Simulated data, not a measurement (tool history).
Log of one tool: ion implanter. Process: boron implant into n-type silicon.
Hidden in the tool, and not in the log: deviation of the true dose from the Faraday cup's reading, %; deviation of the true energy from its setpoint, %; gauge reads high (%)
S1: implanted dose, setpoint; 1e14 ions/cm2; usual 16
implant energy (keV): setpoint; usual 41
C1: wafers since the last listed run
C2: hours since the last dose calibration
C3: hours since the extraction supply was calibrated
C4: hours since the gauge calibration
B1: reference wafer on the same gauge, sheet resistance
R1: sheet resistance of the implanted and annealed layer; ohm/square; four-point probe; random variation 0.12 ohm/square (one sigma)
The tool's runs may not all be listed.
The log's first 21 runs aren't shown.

Run 22, day 37.192: usual settings but S1 17.53 1e14 ions/cm2, implant energy (keV) 34.5; C1 696; C2 989; C3 3294.1; C4 1408.8; B1 81.29. Result: R1 73.29 ohm/square.
Run 23, day 40.175: usual settings but S1 17.54 1e14 ions/cm2; C1 1110; C2 1060.6; C3 3365.7; C4 1480.4; B1 81.3. Result: R1 72.04 ohm/square.
At day 46.146: extraction supply calibrated.
Run 24, day 46.638: usual settings but S1 12.76 1e14 ions/cm2; C1 2280; C2 1215.7; C3 11.8; C4 1635.5; B1 81.34. Result: R1 93 ohm/square.
Run 25, day 48.138: usual settings but implant energy (keV) 54; C1 558; C2 1251.7; C3 47.8; C4 1671.5; B1 81.28. Result: R1 75.98 ohm/square.
At day 49.254: gauge calibrated.
Run 26, day 49.4: usual settings; C1 469; C2 1282; C3 78.1; C4 3.5; B1 81.29. Result: R1 77.11 ohm/square.
Run 27, day 51.175: usual settings; C1 660; C2 1324.6; C3 120.7; C4 46.1; B1 81.3. Result: R1 77.22 ohm/square.
Run 28, day 53.021: usual settings but S1 12.35 1e14 ions/cm2, implant energy (keV) 48; C1 686; C2 1368.9; C3 165; C4 90.4; B1 81.28. Result: R1 94.56 ohm/square.
At day 54.458: Faraday cup replaced and dose calibrated.
Run 29, day 54.512: usual settings but S1 14.75 1e14 ions/cm2, implant energy (keV) 49.5; C1 430; C2 1.3; C3 200.8; C4 126.2; B1 81.32. Result: R1 83.08 ohm/square.
Run 30, day 59.5: usual settings but S1 11.68 1e14 ions/cm2, implant energy (keV) 31.5; C1 1855; C2 121; C3 320.5; C4 245.9; B1 81.3. Result: R1 102.3 ohm/square.
Run 31, day 61.892: usual settings but S1 11.37 1e14 ions/cm2, implant energy (keV) 35.5; C1 889; C2 178.4; C3 377.9; C4 303.3; B1 81.3. Result: R1 103.6 ohm/square.
Run 32, day 63.175: usual settings but S1 17.38 1e14 ions/cm2, implant energy (keV) 52; C1 477; C2 209.2; C3 408.7; C4 334.1; B1 81.31. Result: R1 71.65 ohm/square.
Run 33, day 65.75: usual settings but S1 12.94 1e14 ions/cm2, implant energy (keV) 54.5; C1 958; C2 271; C3 470.5; C4 395.9; B1 81.31. Result: R1 91.12 ohm/square.
Run 34, day 68.042: usual settings but implant energy (keV) 45; C1 852; C2 326; C3 525.5; C4 450.9; B1 81.28. Result: R1 77.41 ohm/square.
Run 35, day 69.658: usual settings; C1 601; C2 364.8; C3 564.3; C4 489.7; B1 81.32. Result: R1 77.74 ohm/square.
Run 36, day 71: usual settings but S1 11.76 1e14 ions/cm2; C1 499; C2 397; C3 596.5; C4 521.9; B1 81.31. Result: R1 99.61 ohm/square.
Run 37, day 72.875: usual settings but S1 18.84 1e14 ions/cm2, implant energy (keV) 49.5; C1 697; C2 442; C3 641.5; C4 566.9; B1 81.31. Result: R1 67.46 ohm/square.
Run 38, day 75.488: usual settings; C1 972; C2 504.7; C3 704.2; C4 629.6; B1 81.28. Result: R1 77.52 ohm/square.

Forecast each of these 3 alternatives for the next run:
Run A, day 75.504: usual settings; C1 6; C2 505.1; C3 704.6; C4 630; B1 ?. Result: R1 ?.
Run B, day 75.504: usual settings but S1 20.56 1e14 ions/cm2, implant energy (keV) 53; C1 6; C2 505.1; C3 704.6; C4 630; B1 ?. Result: R1 ?.
Run C, day 75.504: usual settings but S1 14.01 1e14 ions/cm2, implant energy (keV) 48; C1 6; C2 505.1; C3 704.6; C4 630; B1 ?. Result: R1 ?.

run     B1     R1
  A  81.27  77.63
  B  81.27  62.42
  C  81.27  85.55
Without the tool's hidden state the same runs would have given:
run     R1
  A  78.83
  B  63.36
  C  86.92
